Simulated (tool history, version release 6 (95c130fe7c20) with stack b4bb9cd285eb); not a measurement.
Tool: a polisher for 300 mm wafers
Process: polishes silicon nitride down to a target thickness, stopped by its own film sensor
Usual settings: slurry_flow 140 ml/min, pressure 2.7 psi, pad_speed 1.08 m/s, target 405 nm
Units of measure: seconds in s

run	hour	slurry_flow	pressure	pad_speed	target	incoming thickness of the incoming film, nm	seconds
1	0.0	140	2.7	1.08	424	489.6	58.4
2	21.5	140	2.7	1.08	424	488.0	58.2
3	38.8	140	2.7	1.08	405	488.7	77.6
4	52.5	140	2.7	1.08	405	488.5	78.2
5	59.9	140	2.7	1.08	405	488.4	80.2
6	73.4	140	2.7	1.08	405	485.3	70.1
7	82.6	140	2.7	1.08	405	483.9	70.0
8	97.2	140	2.7	1.08	405	491.2	81.1
9	111.0	140	2.7	1.08	405	489.6	78.9
10	121.2	140	2.7	1.08	405	491.9	81.5
11	135.6	140	2.7	1.08	405	492.2	83.1
12	145.6	140	2.7	1.08	405	490.3	84.3
13	160.2	140	2.7	1.08	405	492.9	86.4
14	189.0	140	3.4	1.08	423	496.5	54.9
15	202.2	140	3.4	1.08	423	485.8	41.0
16	219.9	140	3.4	1.08	423	486.8	42.5
17	231.0	140	2.7	1.08	405	497.0	78.9
18	237.6	140	2.7	1.08	405	494.0	79.8
19	258.1	140	2.7	1.08	405	485.9	73.9
20	275.2	140	2.7	1.08	427	496.4	61.9
21	290.2	140	2.7	1.08	405	487.5	73.1
22	302.7	140	2.7	1.08	405	488.0	64.8
23	320.4	180	2.7	0.92	397	482.0	78.6
24	332.2	140	2.7	1.08	405	488.7	71.3
25	343.4	140	2.0	1.08	413	483.2	82.1
26	358.4	140	2.7	0.72	422	485.9	78.7
27	402.9	110	2.0	0.84	421	489.3	94.7
28	436.0	120	3.2	0.90	421	485.7	55.2
29	447.1	170	2.7	1.08	425	491.3	57.8
30	457.5	140	2.7	1.08	418	491.9	64.8
31	472.6	140	2.7	1.08	405	490.1	75.5
32	490.4	140	3.3	0.92	405	482.1	66.5
33	505.8	140	2.7	1.08	405	484.1	70.9
34	520.1	140	2.9	1.08	424	490.8	50.9
35	529.8	115	3.1	0.84	392	493.1	95.5
36	545.0	110	2.7	1.08	405	495.4	83.2
37	553.8	165	3.5	0.82	405	491.4	68.9

Between the runs listed above, the log contained 7 entries, not reproduced here. Where in the sequence does each belong, and how does what the log doesn't record of the tool's condition differ from the listed run before to the listed run after?
Between runs 5 and 6: worn pad replaced by a new one (hour 72.9)
  removal rate lost through wear of the pad, %: 11.4 -> 1.66; slurry flow missing at the pad, %: 33.7 -> 34.3
  the result without the hidden state subtracted from the measured one, seconds: +15.8 -> +7.8 s
Between runs 13 and 14: worn pad replaced by a new one (hour 179.5)
  removal rate lost through wear of the pad, %: 12.9 -> 4.1; slurry flow missing at the pad, %: 38.4 -> 39.8
  the result without the hidden state subtracted from the measured one, seconds: +19.7 -> +8.5 s
Between runs 14 and 15: slurry nozzle cleaned (hour 197.7)
  removal rate lost through wear of the pad, %: 4.1 -> 7.02; slurry flow missing at the pad, %: 39.8 -> 2.91
  the result without the hidden state subtracted from the measured one, seconds: +8.5 -> +3.1 s
Between runs 15 and 16: head pressure recalibrated (hour 205.4)
  removal rate lost through wear of the pad, %: 7.02 -> 9.62; slurry flow missing at the pad, %: 2.91 -> 3.75
  the result without the hidden state subtracted from the measured one, seconds: +3.1 -> +4.4 s
Between runs 21 and 22: worn pad replaced by a new one (hour 296.9)
  removal rate lost through wear of the pad, %: 13.3 -> 2.68; slurry flow missing at the pad, %: 7.09 -> 7.69
  the result without the hidden state subtracted from the measured one, seconds: +10.6 -> +2.7 s
Between runs 26 and 27: worn pad replaced by a new one (hour 402.4)
  removal rate lost through wear of the pad, %: 11.1 -> 1.01; slurry flow missing at the pad, %: 10.3 -> 12.5
  the result without the hidden state subtracted from the measured one, seconds: +10.2 -> +4.2 s
Between runs 33 and 34: worn pad replaced by a new one (hour 512.2)
  removal rate lost through wear of the pad, %: 12.7 -> 2.63; slurry flow missing at the pad, %: 17.3 -> 18
  the result without the hidden state subtracted from the measured one, seconds: +11.4 -> +3.4 s
